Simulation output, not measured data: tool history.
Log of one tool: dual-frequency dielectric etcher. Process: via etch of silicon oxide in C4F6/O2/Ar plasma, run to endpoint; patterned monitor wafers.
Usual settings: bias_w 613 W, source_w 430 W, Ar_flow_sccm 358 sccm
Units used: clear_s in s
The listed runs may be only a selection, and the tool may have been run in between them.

run	day	bias_w	source_w	Ar_flow_sccm	wafers since the last listed run	hours since the last wet clean	hours since the last bias power generator calibration	hours since the last source power generator calibration	hours since the last Ar flow controller change	hours since the last upper electrode change	incoming incoming film thickness, nm	clear_s
1	0	559	430	358	0	428.5	3556.5	297.4	3737.3	5652.1	104.3	21.4
2	3.154	613	400	358	747	504.2	3632.2	373.1	3813	5727.8	101.6	20.8
# day 5.646: wet clean of the chamber
3	6.654	613	400	358	592	24.2	3716.2	457.1	3897	5811.8	103.1	21.1
4	11.133	581	430	358	1061	131.7	3823.7	564.6	4004.5	5919.3	102.9	21
5	15.15	581	430	358	951	228.1	3920.1	661	4100.9	6015.7	102.7	20.7
6	17.888	721	430	358	648	293.8	3985.8	726.7	4166.6	6081.4	103.4	19.7
7	20.875	536	430	358	707	365.5	4057.5	798.4	4238.3	6153.1	102.9	21.2
# day 24.229: upper electrode replaced
8	25.054	653	430	358	753	465.8	4157.8	898.7	4338.6	19.8	102.3	20
9	28.154	653	430	358	734	540.2	4232.2	973.1	4413	94.2	103.2	20.1
# day 28.4: bias power generator calibrated
# day 31.546: Ar flow controller replaced
10	31.567	613	430	358	709	622.1	76	1055	0.5	176.1	102.6	20.4
# day 33.067: wet clean of the chamber
11	34.975	613	430	358	570	45.8	157.8	1136.8	82.3	257.9	104.1	20.7
12	39.312	613	430	401	1027	149.9	261.9	1240.9	186.4	362	103.8	20.9
13	43.375	764	530	299	962	247.4	359.4	1338.4	283.9	459.5	103.4	17.2
14	47.638	725	390	430	1009	349.7	461.7	1440.7	386.2	561.8	102.6	20.6
15	49.192	613	430	358	368	387	499	1478	423.5	599.1	102.8	20.4
16	52.971	613	370	287	895	477.7	589.7	1568.7	514.2	689.8	102.4	20.8
# day 54.05: wet clean of the chamber
17	55.146	483	430	285	278	26.3	641.9	1620.9	566.4	742	102.5	20.8
18	56.675	657	430	433	362	63	678.6	1657.6	603.1	778.7	103.6	20.5
# day 57.708: source power generator calibrated
19	60.254	492	430	358	808	148.9	764.5	61.1	689	864.6	103.4	22.2
20	63.483	613	430	358	765	226.4	842	138.6	766.5	942.1	102.5	20.6
21	65.075	613	430	358	377	264.6	880.2	176.8	804.7	980.3	102.4	20.5
22	68.621	689	430	313	840	349.7	965.3	261.9	889.8	1065.4	101.9	19.3
23	71.104	764	490	358	588	409.3	1024.9	321.5	949.4	1125	102.5	18.3
# day 75.025: wet clean of the chamber
24	75.35	764	350	404	769	7.8	1126.8	423.4	1051.3	1226.9	103.3	21.4
25	78.221	613	340	386	680	76.7	1195.7	492.3	1120.2	1295.8	103.2	23
26	79.921	764	490	358	402	117.5	1236.5	533.1	1161	1336.6	101.8	18.2
27	81.617	506	490	358	401	158.2	1277.2	573.8	1201.7	1377.3	104	20.9
28	83.867	710	490	383	533	212.2	1331.2	627.8	1255.7	1431.3	103.3	19.1
29	96.762	613	430	358	3055	521.7	1640.7	937.3	1565.2	1740.8	103.1	20.5

Here are 4 independent what-if runs from the current tool condition. What would each one return?
A	96.779	613	430	358	3	522.1	1641.1	937.7	1565.6	1741.2	103.2	?
B	96.779	613	430	399	3	522.1	1641.1	937.7	1565.6	1741.2	103.2	?
C	96.779	663	480	358	3	522.1	1641.1	937.7	1565.6	1741.2	103.2	?
D	96.779	567	390	312	3	522.1	1641.1	937.7	1565.6	1741.2	103.2	?

run	clear_s
A	20.6
B	20.9
C	19.3
D	21.4
Had the tool no hidden state, the same runs would have come out as:
run	clear_s
A	20.7
B	21
C	19.3
D	21.5

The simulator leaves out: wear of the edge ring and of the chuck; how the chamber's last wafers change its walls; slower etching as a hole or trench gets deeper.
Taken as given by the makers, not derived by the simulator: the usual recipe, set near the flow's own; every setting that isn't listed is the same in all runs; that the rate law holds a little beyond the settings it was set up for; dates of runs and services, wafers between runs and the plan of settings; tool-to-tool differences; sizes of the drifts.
